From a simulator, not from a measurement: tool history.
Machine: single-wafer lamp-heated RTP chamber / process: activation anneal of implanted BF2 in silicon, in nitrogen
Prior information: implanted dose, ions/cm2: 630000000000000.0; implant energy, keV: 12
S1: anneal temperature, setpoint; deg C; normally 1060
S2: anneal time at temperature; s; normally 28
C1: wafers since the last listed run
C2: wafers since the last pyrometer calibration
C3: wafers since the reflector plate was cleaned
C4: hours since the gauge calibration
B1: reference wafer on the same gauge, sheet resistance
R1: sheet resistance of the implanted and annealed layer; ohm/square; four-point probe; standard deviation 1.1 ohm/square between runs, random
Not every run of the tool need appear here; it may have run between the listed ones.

Run 1, hour 0.0: usual settings but S2 32 s; C1 0; C2 2655; C3 5342; C4 739.7; B1 186.95. Result: R1 199.92 ohm/square.
Run 2, hour 90.0: usual settings; C1 1367; C2 4023; C3 6710; C4 829.7; B1 187.08. Result: R1 201.34 ohm/square.
At hour 197.9: reflector plate cleaned.
Run 3, hour 198.4: usual settings but S1 1083 deg C, S2 36 s; C1 1526; C2 5549; C3 7; C4 938.1; B1 186.78. Result: R1 191.29 ohm/square.
Run 4, hour 260.1: usual settings but S1 1083 deg C, S2 36 s; C1 937; C2 6487; C3 945; C4 999.8; B1 187.27. Result: R1 193.04 ohm/square.
Run 5, hour 314.5: usual settings; C1 826; C2 7314; C3 1771; C4 1054.2; B1 187.17. Result: R1 201.70 ohm/square.
At hour 350.7: pyrometer window cleaned and pyrometer calibrated.
Run 6, hour 435.3: usual settings; C1 1714; C2 1286; C3 3486; C4 1175.0; B1 187.10. Result: R1 201.81 ohm/square.
Run 7, hour 509.4: usual settings but S2 40 s; C1 1126; C2 2412; C3 4612; C4 1249.1; B1 186.95. Result: R1 195.32 ohm/square.
Run 8, hour 587.5: usual settings but S1 1053 deg C; C1 1187; C2 3599; C3 5799; C4 1327.2; B1 186.87. Result: R1 204.51 ohm/square.
At hour 674.6: reflector plate cleaned.
Run 9, hour 689.6: usual settings but S1 1082 deg C; C1 1430; C2 5029; C3 228; C4 1429.3; B1 186.78. Result: R1 196.23 ohm/square.
Run 10, hour 731.5: usual settings but S1 1082 deg C; C1 636; C2 5666; C3 864; C4 1471.2; B1 186.90. Result: R1 198.15 ohm/square.
Run 11, hour 779.2: usual settings but S1 1082 deg C; C1 725; C2 6391; C3 1589; C4 1518.9; B1 186.93. Result: R1 195.30 ohm/square.
At hour 826.3: pyrometer window cleaned and pyrometer calibrated.
Run 12, hour 826.8: usual settings; C1 601; C2 6; C3 2191; C4 1566.5; B1 187.00. Result: R1 203.15 ohm/square.
Run 13, hour 888.6: usual settings; C1 939; C2 946; C3 3131; C4 1628.3; B1 187.10. Result: R1 203.31 ohm/square.
Run 14, hour 947.0: usual settings; C1 887; C2 1833; C3 4018; C4 1686.7; B1 186.73. Result: R1 200.80 ohm/square.
Run 15, hour 1054.7: usual settings; C1 1636; C2 3470; C3 5655; C4 1794.4; B1 187.02. Result: R1 202.02 ohm/square.
Run 16, hour 1116.9: usual settings but S1 1045 deg C, S2 43 s; C1 945; C2 4416; C3 6601; C4 1856.6; B1 187.01. Result: R1 200.53 ohm/square.
At hour 1157.0: reflector plate cleaned.
Run 17, hour 1180.0: usual settings but S2 11 s; C1 837; C2 5253; C3 349; C4 1919.7; B1 187.02. Result: R1 223.28 ohm/square.
Run 18, hour 1243.9: usual settings; C1 971; C2 6225; C3 1320; C4 1983.6; B1 186.97. Result: R1 205.55 ohm/square.
At hour 1270.5: pyrometer window cleaned and pyrometer calibrated.
Run 19, hour 1287.7: usual settings but S1 1033 deg C, S2 12 s; C1 544; C2 261; C3 1864; C4 2027.4; B1 186.96. Result: R1 245.37 ohm/square.
At hour 1549.7: gauge calibrated.
Run 20, hour 1587.0: usual settings; C1 4549; C2 4810; C3 6413; C4 37.3; B1 186.92. Result: R1 199.21 ohm/square.
Run 21, hour 1665.1: usual settings but S1 1068 deg C; C1 1187; C2 5997; C3 7600; C4 115.4; B1 186.99. Result: R1 197.67 ohm/square.
At hour 1712.7: pyrometer window cleaned and pyrometer calibrated.
Run 22, hour 1716.8: usual settings but S1 1070 deg C; C1 664; C2 62; C3 8265; C4 167.1; B1 187.00. Result: R1 195.21 ohm/square.
At hour 1725.0: reflector plate cleaned.
Run 23, hour 1781.1: usual settings but S1 1075 deg C, S2 41 s; C1 855; C2 917; C3 852; C4 231.4; B1 187.19. Result: R1 192.90 ohm/square.
Run 24, hour 1973.0: usual settings but S1 1077 deg C, S2 15 s; C1 2916; C2 3834; C3 3769; C4 423.3; B1 187.10. Result: R1 206.26 ohm/square.
Run 25, hour 2075.4: usual settings but S1 1035 deg C, S2 40 s; C1 1556; C2 5391; C3 5325; C4 525.7; B1 186.98. Result: R1 207.69 ohm/square.
At hour 2114.8: pyrometer window cleaned and pyrometer calibrated.
Run 26, hour 2130.3: usual settings but S2 34 s; C1 712; C2 236; C3 6038; C4 580.6; B1 186.92. Result: R1 199.46 ohm/square.
At hour 2208.0: reflector plate cleaned.
Run 27, hour 2218.8: usual settings but S1 1051 deg C, S2 13 s; C1 1223; C2 1459; C3 163; C4 669.1; B1 186.88. Result: R1 227.69 ohm/square.
Run 28, hour 2282.7: usual settings but S1 1087 deg C, S2 12 s; C1 971; C2 2431; C3 1134; C4 733.0; B1 187.22. Result: R1 204.15 ohm/square.
Run 29, hour 2335.5: usual settings but S1 1077 deg C, S2 23 s; C1 802; C2 3233; C3 1937; C4 785.8; B1 187.15. Result: R1 200.37 ohm/square.

Take each entry between the runs: how does the hidden state at the last listed run before it differ from the hidden state at the first listed run after it?
From run 2 to run 3: reflector plate cleaned (hour 197.9)
  wafer temperature error from the tarnished reflector plate, K: 7.74 -> 0.613
  measured less the result without the state, R1: -3.66 -> -0.12 ohm/square
From run 5 to run 6: pyrometer window cleaned and pyrometer calibrated (hour 350.7)
  wafer temperature error from the tarnished reflector plate, K: 2.32 -> 4.1
  measured less the result without the state, R1: -1.18 -> -2.04 ohm/square
From run 8 to run 9: reflector plate cleaned (hour 674.6)
  wafer temperature error from the tarnished reflector plate, K: 6.34 -> 0.664
  measured less the result without the state, R1: -3.77 -> -0.18 ohm/square
From run 11 to run 12: pyrometer window cleaned and pyrometer calibrated (hour 826.3)
  wafer temperature error from the tarnished reflector plate, K: 1.98 -> 2.68
  measured less the result without the state, R1: -0.52 -> -1.37 ohm/square
From run 16 to run 17: reflector plate cleaned (hour 1157.0)
  wafer temperature error from the tarnished reflector plate, K: 6.95 -> 1.06
  measured less the result without the state, R1: -4.21 -> -0.85 ohm/square
From run 18 to run 19: pyrometer window cleaned and pyrometer calibrated (hour 1270.5)
  wafer temperature error from the tarnished reflector plate, K: 2 -> 2.65
  measured less the result without the state, R1: -1.04 -> -2.66 ohm/square
From run 19 to run 20: gauge calibrated (hour 1549.7)
  wafer temperature error from the tarnished reflector plate, K: 2.65 -> 7.05
  measured less the result without the state, R1: -2.66 -> -3.33 ohm/square
From run 21 to run 22: pyrometer window cleaned and pyrometer calibrated (hour 1712.7)
  wafer temperature error from the tarnished reflector plate, K: 8.2 -> 8.96
  measured less the result without the state, R1: -3.01 -> -3.02 ohm/square
From run 22 to run 23: reflector plate cleaned (hour 1725.0)
  wafer temperature error from the tarnished reflector plate, K: 8.96 -> 1.26
  measured less the result without the state, R1: -3.02 -> -0.28 ohm/square
From run 25 to run 26: pyrometer window cleaned and pyrometer calibrated (hour 2114.8)
  wafer temperature error from the tarnished reflector plate, K: 5.59 -> 6.4
  measured less the result without the state, R1: -4.55 -> -2.69 ohm/square
From run 26 to run 27: reflector plate cleaned (hour 2208.0)
  wafer temperature error from the tarnished reflector plate, K: 6.4 -> 0.723
  measured less the result without the state, R1: -2.69 -> -0.63 ohm/square
